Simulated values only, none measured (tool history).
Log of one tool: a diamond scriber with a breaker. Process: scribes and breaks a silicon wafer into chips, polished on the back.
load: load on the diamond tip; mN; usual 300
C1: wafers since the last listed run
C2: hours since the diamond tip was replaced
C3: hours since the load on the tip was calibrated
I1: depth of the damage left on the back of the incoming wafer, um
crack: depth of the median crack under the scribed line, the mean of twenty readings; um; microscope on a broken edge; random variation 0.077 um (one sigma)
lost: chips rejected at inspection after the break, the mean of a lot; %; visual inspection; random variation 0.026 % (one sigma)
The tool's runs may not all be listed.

{"run": 1, "day": 0.0, "load": 333, "C1": 0, "C2": 1018.5, "C3": 595.2, "I1": 0.02, "crack": 10.48, "lost": 0.53}
{"run": 2, "day": 0.583, "load": 300, "C1": 40, "C2": 1032.5, "C3": 609.2, "I1": 0.04, "crack": 9.54, "lost": 1.62}
{"run": 3, "day": 0.979, "load": 300, "C1": 27, "C2": 1042.0, "C3": 618.7, "I1": 0.02, "crack": 9.5, "lost": 1.67}
{"run": 4, "day": 1.583, "load": 300, "C1": 42, "C2": 1056.5, "C3": 633.2, "I1": 0.03, "crack": 9.57, "lost": 1.8}
{"run": 5, "day": 2.288, "load": 276, "C1": 48, "C2": 1073.4, "C3": 650.1, "I1": 0.04, "crack": 8.88, "lost": 3.46}
{"day": 2.442, "done": "load on the tip recalibrated"}
{"run": 6, "day": 2.879, "load": 300, "C1": 35, "C2": 1087.6, "C3": 10.5, "I1": 0.01, "crack": 10.65, "lost": 0.44}
{"day": 3.362, "done": "diamond tip replaced by a new one"}
{"run": 7, "day": 3.396, "load": 300, "C1": 30, "C2": 0.8, "C3": 22.9, "I1": 0.03, "crack": 10.54, "lost": 0.47}
{"run": 8, "day": 3.796, "load": 300, "C1": 27, "C2": 10.4, "C3": 32.5, "I1": 0.04, "crack": 10.61, "lost": 0.48}
{"run": 9, "day": 4.471, "load": 269, "C1": 46, "C2": 26.6, "C3": 48.7, "I1": 0.04, "crack": 9.74, "lost": 1.28}
{"run": 10, "day": 5.112, "load": 376, "C1": 44, "C2": 42.0, "C3": 64.1, "I1": 0.03, "crack": 12.42, "lost": 2.77}
{"run": 11, "day": 5.392, "load": 232, "C1": 19, "C2": 48.7, "C3": 70.8, "I1": 0.04, "crack": 8.63, "lost": 4.32}
{"run": 12, "day": 5.962, "load": 234, "C1": 39, "C2": 62.4, "C3": 84.5, "I1": 0.04, "crack": 8.74, "lost": 4.21}
{"run": 13, "day": 6.483, "load": 269, "C1": 36, "C2": 74.9, "C3": 97.0, "I1": 0.02, "crack": 9.54, "lost": 1.24}
{"run": 14, "day": 7.171, "load": 327, "C1": 47, "C2": 91.4, "C3": 113.5, "I1": 0.03, "crack": 11.13, "lost": 0.63}

What the log doesn't show, run by run:
share of the diamond tip's cutting effectiveness lost through wear, %: 0 in every run
H1: deviation of the load on the tip from its setpoint, %
run=1 H1=-14.1
run=2 H1=-14.4
run=3 H1=-14.6
run=4 H1=-14.9
run=5 H1=-15.3
run=6 H1=-0.837
run=7 H1=-1.11
run=8 H1=-1.32
run=9 H1=-1.68
run=10 H1=-2.03
run=11 H1=-2.17
run=12 H1=-2.48
run=13 H1=-2.75
run=14 H1=-3.12

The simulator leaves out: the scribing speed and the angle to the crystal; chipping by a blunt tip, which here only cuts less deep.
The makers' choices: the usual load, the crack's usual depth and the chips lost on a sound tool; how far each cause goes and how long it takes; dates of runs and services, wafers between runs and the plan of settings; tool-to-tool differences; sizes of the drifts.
